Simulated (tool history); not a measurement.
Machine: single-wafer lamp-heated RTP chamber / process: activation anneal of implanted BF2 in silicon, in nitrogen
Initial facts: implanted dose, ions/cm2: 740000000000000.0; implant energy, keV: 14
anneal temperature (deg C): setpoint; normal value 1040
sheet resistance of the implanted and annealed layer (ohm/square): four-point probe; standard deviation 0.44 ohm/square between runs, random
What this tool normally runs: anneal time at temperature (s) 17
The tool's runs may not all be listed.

run	hour	anneal temperature (deg C)	anneal time at temperature (s)	wafers since the last listed run	wafers since the last pyrometer calibration	wafers since the reflector plate was cleaned	hours since the gauge calibration	read-back reference wafer on the same gauge, sheet resistance	sheet resistance of the implanted and annealed layer (ohm/square)
1	0.0	1040	11	0	6181	2493	1167.7	228.06	213.45
# hour 37.9: pyrometer window cleaned and pyrometer calibrated
2	51.0	1040	17	641	195	3134	1218.7	227.98	207.48
3	80.6	1040	17	441	637	3576	1248.3	228.18	207.07
4	105.9	1040	17	377	1015	3953	1273.6	227.81	207.81
5	140.9	1034	17	522	1537	4475	1308.6	227.79	211.82
6	171.7	1023	21	459	1996	4935	1339.4	227.93	215.68
7	231.2	1023	21	887	2884	5823	1398.9	227.79	215.59
8	275.0	1023	21	653	3537	6476	1442.7	228.00	215.21
9	303.3	1040	17	422	3960	6898	1471.0	227.97	204.55
10	361.4	1040	17	866	4827	7765	1529.1	227.87	204.31
# hour 384.8: reflector plate cleaned
11	431.6	1040	17	928	5755	698	1599.3	227.87	204.36
# hour 505.0: pyrometer window cleaned and pyrometer calibrated
12	505.5	1040	17	983	7	1681	1673.2	228.06	207.69
13	569.3	1040	22	951	959	2633	1737.0	227.82	201.19
14	627.2	1031	11	863	1823	3496	1794.9	228.05	225.68
15	681.8	1025	9	814	2637	4311	1849.5	227.72	236.20
16	733.1	1019	7	765	3403	5076	1900.8	227.93	250.86
17	779.4	1040	13	690	4093	5767	1947.1	228.02	210.31
18	808.4	1051	17	432	4526	6200	1976.1	228.01	195.32
19	852.1	1040	13	651	5178	6852	2019.8	228.13	208.75
20	880.4	1013	17	422	5600	7274	2048.1	227.96	229.99
21	926.6	1040	17	689	6290	7963	2094.3	227.83	201.74
# hour 938.4: pyrometer window cleaned and pyrometer calibrated
# hour 945.4: gauge calibrated
22	965.0	1040	20	453	396	8417	19.6	227.97	202.25
# hour 1006.4: reflector plate cleaned
23	1034.9	1032	13	923	1320	425	89.5	227.81	221.85
24	1104.5	1019	20	1038	2358	1464	159.1	227.95	221.34
25	1134.3	1040	17	444	2803	1908	188.9	227.91	206.50
26	1158.8	1040	17	365	3168	2274	213.4	228.01	205.60
27	1195.3	1066	14	544	3713	2818	249.9	227.94	191.28
28	1256.5	1040	17	913	4626	3732	311.1	227.90	204.77
29	1320.1	1057	21	948	5575	4680	374.7	227.89	188.46
30	1349.3	1040	17	435	6010	5116	403.9	227.87	203.45
# hour 1377.5: pyrometer window cleaned and pyrometer calibrated
31	1397.3	1025	8	596	296	5713	451.9	227.81	242.83
32	1421.4	1060	17	359	655	6072	476.0	228.08	192.03
33	1475.7	1019	20	810	1465	6883	530.3	228.17	221.81
34	1533.8	1021	17	866	2332	7749	588.4	228.06	223.14
35	1585.5	1068	22	771	3103	8521	640.1	228.13	181.80
# hour 1653.1: reflector plate cleaned
36	1695.6	1024	27	1523	4627	633	750.2	227.88	207.93

4 options for the next run, each taken on its own from the tool as it stands now. Forecast them:
A	1696.0	1040	17	5	4633	639	750.6	?	?
B	1696.0	1057	10	5	4633	639	750.6	?	?
C	1696.0	1025	23	5	4633	639	750.6	?	?
D	1696.0	1059	9	5	4633	639	750.6	?	?

run	read-back reference wafer on the same gauge, sheet resistance	sheet resistance of the implanted and annealed layer (ohm/square)
A	227.96	204.72
B	227.96	203.12
C	227.96	210.59
D	227.96	204.07
Without the tool's hidden state the same runs would have given:
run	sheet resistance of the implanted and annealed layer (ohm/square)
A	208.82
B	206.54
C	214.93
D	207.49

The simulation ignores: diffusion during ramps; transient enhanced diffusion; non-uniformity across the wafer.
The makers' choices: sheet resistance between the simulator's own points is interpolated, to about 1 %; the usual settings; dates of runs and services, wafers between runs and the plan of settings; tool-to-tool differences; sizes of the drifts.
